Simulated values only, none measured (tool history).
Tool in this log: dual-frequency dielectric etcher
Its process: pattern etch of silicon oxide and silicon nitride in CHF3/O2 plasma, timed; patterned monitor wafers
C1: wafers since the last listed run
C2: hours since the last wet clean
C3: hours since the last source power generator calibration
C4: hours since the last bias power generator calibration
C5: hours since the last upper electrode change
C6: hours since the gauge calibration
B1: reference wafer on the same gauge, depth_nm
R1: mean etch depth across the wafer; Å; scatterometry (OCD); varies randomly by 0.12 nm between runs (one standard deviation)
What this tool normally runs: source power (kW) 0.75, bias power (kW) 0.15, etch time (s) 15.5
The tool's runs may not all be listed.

run 1 hour=0 | source_power_(kW)=0.75 bias_power_(kW)=0.15 etch_time_(s)=15.5 | C1=0 C2=161.5 C3=1038.9 C4=734.8 C5=4519.4 C6=133.7 | B1=21.97 | R1=218.8
run 2 hour=34.3 | source_power_(kW)=0.75 bias_power_(kW)=0.136 etch_time_(s)=15.5 | C1=364 C2=195.8 C3=1073.2 C4=769.1 C5=4553.7 C6=168 | B1=22.05 | R1=213.6
run 3 hour=75.4 | source_power_(kW)=0.75 bias_power_(kW)=0.162 etch_time_(s)=15.5 | C1=436 C2=236.9 C3=1114.3 C4=810.2 C5=4594.8 C6=209.1 | B1=21.99 | R1=222.4
run 4 hour=130.7 | source_power_(kW)=0.75 bias_power_(kW)=0.162 etch_time_(s)=15.5 | C1=586 C2=292.2 C3=1169.6 C4=865.5 C5=4650.1 C6=264.4 | B1=21.96 | R1=220.8
run 5 hour=192.2 | source_power_(kW)=0.75 bias_power_(kW)=0.162 etch_time_(s)=15.5 | C1=652 C2=353.7 C3=1231.1 C4=927 C5=4711.6 C6=325.9 | B1=21.99 | R1=218.3
run 6 hour=248.9 | source_power_(kW)=0.75 bias_power_(kW)=0.15 etch_time_(s)=15.5 | C1=601 C2=410.4 C3=1287.8 C4=983.7 C5=4768.3 C6=382.6 | B1=21.97 | R1=212.9
run 7 hour=294.5 | source_power_(kW)=0.75 bias_power_(kW)=0.15 etch_time_(s)=15.5 | C1=483 C2=456 C3=1333.4 C4=1029.3 C5=4813.9 C6=428.2 | B1=22 | R1=212.9
run 8 hour=333.7 | source_power_(kW)=0.75 bias_power_(kW)=0.15 etch_time_(s)=15.5 | C1=416 C2=495.2 C3=1372.6 C4=1068.5 C5=4853.1 C6=467.4 | B1=22 | R1=209.1
-- hour=386 wet clean of the chamber
run 9 hour=386.5 | source_power_(kW)=0.93 bias_power_(kW)=0.175 etch_time_(s)=19.5 | C1=305 C2=0.5 C3=1425.4 C4=1121.3 C5=4905.9 C6=520.2 | B1=22 | R1=316.7
run 10 hour=430.1 | source_power_(kW)=0.75 bias_power_(kW)=0.15 etch_time_(s)=15.5 | C1=462 C2=44.1 C3=1469 C4=1164.9 C5=4949.5 C6=563.8 | B1=22 | R1=220.3
run 11 hour=462.3 | source_power_(kW)=0.75 bias_power_(kW)=0.162 etch_time_(s)=15.5 | C1=341 C2=76.3 C3=1501.2 C4=1197.1 C5=4981.7 C6=596 | B1=22.01 | R1=227
run 12 hour=495.5 | source_power_(kW)=0.85 bias_power_(kW)=0.15 etch_time_(s)=15.5 | C1=352 C2=109.5 C3=1534.4 C4=1230.3 C5=5014.9 C6=629.2 | B1=21.98 | R1=233.3
run 13 hour=532 | source_power_(kW)=0.75 bias_power_(kW)=0.15 etch_time_(s)=15.5 | C1=387 C2=146 C3=1570.9 C4=1266.8 C5=5051.4 C6=665.7 | B1=21.98 | R1=218.4
run 14 hour=584.3 | source_power_(kW)=0.82 bias_power_(kW)=0.15 etch_time_(s)=13.5 | C1=555 C2=198.3 C3=1623.2 C4=1319.1 C5=5103.7 C6=718 | B1=21.99 | R1=198.3
run 15 hour=645.7 | source_power_(kW)=0.68 bias_power_(kW)=0.15 etch_time_(s)=15.5 | C1=651 C2=259.7 C3=1684.6 C4=1380.5 C5=5165.1 C6=779.4 | B1=22 | R1=207.9
run 16 hour=682.7 | source_power_(kW)=0.75 bias_power_(kW)=0.17 etch_time_(s)=15.5 | C1=392 C2=296.7 C3=1721.6 C4=1417.5 C5=5202.1 C6=816.4 | B1=21.99 | R1=222.4
run 17 hour=741.2 | source_power_(kW)=0.62 bias_power_(kW)=0.16 etch_time_(s)=19.5 | C1=620 C2=355.2 C3=1780.1 C4=1476 C5=5260.6 C6=874.9 | B1=21.94 | R1=254.4
-- hour=772.7 source power generator calibrated
-- hour=824.8 gauge calibrated
-- hour=832.4 wet clean of the chamber
-- hour=869.1 upper electrode replaced, of another model than before
run 18 hour=869.6 | source_power_(kW)=0.68 bias_power_(kW)=0.118 etch_time_(s)=14 | C1=810 C2=37.2 C3=96.9 C4=1604.4 C5=0.5 C6=44.8 | B1=21.99 | R1=180.5

Run 19 comes next. What will it give?
run 19 hour=934.1 | source_power_(kW)=0.57 bias_power_(kW)=0.15 etch_time_(s)=15.5 | C1=684 C2=101.7 C3=161.4 C4=1668.9 C5=65 C6=109.3 | B1=? | R1=?

Run 19 produced B1 22.03, R1 179.7 Å.
With the hidden condition absent and the run-to-run variation left alone, this run would have shown R1 182.9 Å.
